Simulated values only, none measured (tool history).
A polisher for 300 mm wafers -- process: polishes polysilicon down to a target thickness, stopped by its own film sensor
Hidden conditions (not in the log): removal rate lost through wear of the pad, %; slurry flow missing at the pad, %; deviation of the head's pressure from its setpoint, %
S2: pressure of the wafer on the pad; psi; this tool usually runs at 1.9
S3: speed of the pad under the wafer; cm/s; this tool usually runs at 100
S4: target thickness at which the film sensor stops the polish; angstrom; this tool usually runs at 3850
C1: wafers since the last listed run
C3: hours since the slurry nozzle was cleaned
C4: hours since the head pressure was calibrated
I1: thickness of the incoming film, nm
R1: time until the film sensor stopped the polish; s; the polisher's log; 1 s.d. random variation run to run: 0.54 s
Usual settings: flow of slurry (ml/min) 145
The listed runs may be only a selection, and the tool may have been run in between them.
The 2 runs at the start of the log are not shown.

-- hour=82.4 head pressure recalibrated
run 3 hour=136.8 | flow_of_slurry_(ml/min)=145 S2=1.7 S3=100 S4=3850 | C1=875 wafers_polished_on_this_pad=4675 C3=545.7 C4=54.4 | I1=727.9 | R1=64.8
-- hour=166 worn pad replaced by a new one
run 4 hour=182.4 | flow_of_slurry_(ml/min)=115 S2=1.9 S3=100 S4=4830 | C1=535 wafers_polished_on_this_pad=210 C3=591.3 C4=100 | I1=737.7 | R1=44.5
-- hour=196.3 slurry nozzle cleaned
run 5 hour=246.5 | flow_of_slurry_(ml/min)=115 S2=1.9 S3=100 S4=4830 | C1=811 wafers_polished_on_this_pad=1022 C3=50.2 C4=164.1 | I1=729.2 | R1=42.8
run 6 hour=300.7 | flow_of_slurry_(ml/min)=115 S2=1.9 S3=100 S4=4830 | C1=697 wafers_polished_on_this_pad=1719 C3=104.4 C4=218.3 | I1=735.4 | R1=44.3
run 7 hour=353.7 | flow_of_slurry_(ml/min)=145 S2=1.9 S3=100 S4=3850 | C1=681 wafers_polished_on_this_pad=2400 C3=157.4 C4=271.3 | I1=736 | R1=60.6
run 8 hour=424.6 | flow_of_slurry_(ml/min)=145 S2=1.9 S3=100 S4=3850 | C1=911 wafers_polished_on_this_pad=3312 C3=228.3 C4=342.2 | I1=746.8 | R1=62.4
run 9 hour=462.1 | flow_of_slurry_(ml/min)=145 S2=1.9 S3=100 S4=3850 | C1=482 wafers_polished_on_this_pad=3794 C3=265.8 C4=379.7 | I1=736.4 | R1=59.7
run 10 hour=509.2 | flow_of_slurry_(ml/min)=145 S2=1.9 S3=100 S4=3850 | C1=605 wafers_polished_on_this_pad=4400 C3=312.9 C4=426.8 | I1=733 | R1=60.2
-- hour=638.1 worn pad replaced by a new one
run 11 hour=644.1 | flow_of_slurry_(ml/min)=145 S2=1.9 S3=100 S4=3850 | C1=1683 wafers_polished_on_this_pad=76 C3=447.8 C4=561.7 | I1=737.7 | R1=61.7
run 12 hour=701.5 | flow_of_slurry_(ml/min)=145 S2=1.9 S3=100 S4=3850 | C1=738 wafers_polished_on_this_pad=815 C3=505.2 C4=619.1 | I1=732.4 | R1=59.8
run 13 hour=729.2 | flow_of_slurry_(ml/min)=145 S2=1.9 S3=100 S4=3850 | C1=356 wafers_polished_on_this_pad=1171 C3=532.9 C4=646.8 | I1=736.3 | R1=62.3
-- hour=759.2 head pressure recalibrated
run 14 hour=769.8 | flow_of_slurry_(ml/min)=115 S2=1.9 S3=100 S4=3540 | C1=496 wafers_polished_on_this_pad=1667 C3=573.5 C4=10.6 | I1=748 | R1=69.3
run 15 hour=796.9 | flow_of_slurry_(ml/min)=115 S2=1.9 S3=100 S4=3540 | C1=348 wafers_polished_on_this_pad=2016 C3=600.6 C4=37.7 | I1=745.7 | R1=69
run 16 hour=828.6 | flow_of_slurry_(ml/min)=115 S2=1.9 S3=100 S4=3540 | C1=407 wafers_polished_on_this_pad=2424 C3=632.3 C4=69.4 | I1=745.3 | R1=70.3
-- hour=846.4 slurry nozzle cleaned
run 17 hour=871.6 | flow_of_slurry_(ml/min)=145 S2=1.9 S3=100 S4=3500 | C1=540 wafers_polished_on_this_pad=2964 C3=25.2 C4=112.4 | I1=735.3 | R1=66.4
run 18 hour=917.1 | flow_of_slurry_(ml/min)=145 S2=1.9 S3=100 S4=3500 | C1=585 wafers_polished_on_this_pad=3549 C3=70.7 C4=157.9 | I1=739.5 | R1=67.6
run 19 hour=985.8 | flow_of_slurry_(ml/min)=145 S2=1.9 S3=100 S4=3850 | C1=883 wafers_polished_on_this_pad=4433 C3=139.4 C4=226.6 | I1=730.5 | R1=59.5
run 20 hour=1037.8 | flow_of_slurry_(ml/min)=145 S2=1.9 S3=100 S4=3850 | C1=668 wafers_polished_on_this_pad=5101 C3=191.4 C4=278.6 | I1=734.2 | R1=60.1
-- hour=1090.1 worn pad replaced by a new one
run 21 hour=1194.2 | flow_of_slurry_(ml/min)=145 S2=1.9 S3=100 S4=3850 | C1=1960 wafers_polished_on_this_pad=1338 C3=347.8 C4=435 | I1=752.9 | R1=64.1
run 22 hour=1232.2 | flow_of_slurry_(ml/min)=175 S2=1.9 S3=100 S4=4540 | C1=488 wafers_polished_on_this_pad=1827 C3=385.8 C4=473 | I1=728.5 | R1=46.6
run 23 hour=1294.3 | flow_of_slurry_(ml/min)=195 S2=1.9 S3=100 S4=3850 | C1=798 wafers_polished_on_this_pad=2625 C3=447.9 C4=535.1 | I1=740 | R1=61.2
run 24 hour=1341.8 | flow_of_slurry_(ml/min)=175 S2=2.1 S3=124 S4=3850 | C1=610 wafers_polished_on_this_pad=3236 C3=495.4 C4=582.6 | I1=727.7 | R1=42.7
run 25 hour=1411.2 | flow_of_slurry_(ml/min)=160 S2=1.9 S3=100 S4=3090 | C1=892 wafers_polished_on_this_pad=4129 C3=564.8 C4=652 | I1=735.2 | R1=75.2
-- hour=1419.5 head pressure recalibrated
run 26 hour=1455.4 | flow_of_slurry_(ml/min)=145 S2=1.9 S3=118 S4=4800 | C1=542 wafers_polished_on_this_pad=4672 C3=609 C4=35.9 | I1=739.9 | R1=37.6

Expected results for the next run?
-- hour=1464.6 worn pad replaced by a new one, of another model than before
run 27 hour=1483.8 | flow_of_slurry_(ml/min)=145 S2=1.9 S3=100 S4=3070 | C1=313 wafers_polished_on_this_pad=246 C3=637.4 C4=64.3 | I1=747.7 | R1=?

Run 27 measured R1 74.6 s.
Had the tool carried no hidden state, the very same run would have given R1 74.3 s.
